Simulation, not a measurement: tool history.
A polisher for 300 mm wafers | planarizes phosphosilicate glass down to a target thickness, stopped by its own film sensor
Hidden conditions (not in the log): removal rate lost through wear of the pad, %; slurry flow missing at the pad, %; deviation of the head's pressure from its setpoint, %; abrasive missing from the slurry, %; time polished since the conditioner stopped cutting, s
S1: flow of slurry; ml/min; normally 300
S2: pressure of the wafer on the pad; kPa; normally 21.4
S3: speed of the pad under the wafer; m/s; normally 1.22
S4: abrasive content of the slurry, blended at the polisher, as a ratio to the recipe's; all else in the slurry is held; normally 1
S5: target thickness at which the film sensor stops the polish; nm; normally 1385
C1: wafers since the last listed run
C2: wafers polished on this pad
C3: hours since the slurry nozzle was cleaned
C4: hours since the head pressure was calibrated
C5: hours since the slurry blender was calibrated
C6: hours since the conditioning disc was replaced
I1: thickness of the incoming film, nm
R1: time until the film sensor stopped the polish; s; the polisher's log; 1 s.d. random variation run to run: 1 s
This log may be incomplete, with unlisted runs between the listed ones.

run	day	S1	S2	S3	S4	S5	C1	C2	C3	C4	C5	C6	I1	R1
1	0	300	21.4	1.22	1	1385	0	980	510.4	621	228.7	327.6	2331.1	88.7
# day 0.371: worn pad replaced by a new one
2	1.762	300	21.4	1.22	1.15	1385	318	277	552.7	663.3	271	369.9	2304.4	84.6
3	2.8	300	21.4	1.22	1.15	1385	206	484	577.6	688.2	295.9	394.8	2327.6	85.6
# day 3.246: head pressure recalibrated
4	3.267	300	21.4	1.22	1.15	1385	76	560	588.8	0.5	307.1	406	2385.1	91.5
# day 3.538: conditioning disc replaced and pad reconditioned
5	3.646	300	21.4	1.22	1	1385	59	619	597.9	9.6	316.2	2.6	2316.9	90.9
6	4.233	300	21.4	1.22	1	1385	117	736	612	23.7	330.3	16.7	2339.3	93.4
7	4.796	300	21.4	1.22	1	1385	112	849	625.5	37.2	343.8	30.2	2345.6	95.6
# day 4.971: slurry nozzle cleaned
8	5.121	200	21.4	0.84	1.15	1291	56	905	3.6	45	351.6	38	2357.8	136.2
9	5.617	260	21.4	1.22	1	1385	98	1004	15.5	56.9	363.5	49.9	2298.1	90.4
# day 5.708: slurry blender recalibrated
# day 6.125: worn pad replaced by a new one
10	6.146	300	21.4	1.22	1	1385	55	4	28.2	69.6	10.5	62.6	2333.1	86
11	7.712	300	21.4	1.22	1	1385	312	316	65.8	107.2	48.1	100.2	2342.6	86
12	8.396	300	21.4	1	1	1385	136	452	82.2	123.6	64.5	116.6	2341.4	99
13	8.817	260	16.5	1.22	1.2	1385	83	536	92.3	133.7	74.6	126.7	2329.5	93.2
14	9.171	300	21.4	1.22	1	1385	70	607	100.8	142.2	83.1	135.2	2351.8	87.4

4 ways to go on from here, each from the tool as it stands after run 14. What would each give?
A	9.192	300	21.4	1.22	1	1385	4	611	101.3	142.7	83.6	135.7	2296	?
B	9.192	230	21.4	1.22	0.9	1385	4	611	101.3	142.7	83.6	135.7	2296	?
C	9.192	250	21.4	1.6	0.9	1161	4	611	101.3	142.7	83.6	135.7	2296	?
D	9.192	365	21.4	1.22	1	1385	4	611	101.3	142.7	83.6	135.7	2296	?

run	R1
A	81.4
B	86.6
C	89.2
D	80
Without the tool's hidden state the same runs would have given:
run	R1
A	80.1
B	85.3
C	87.8
D	78.7
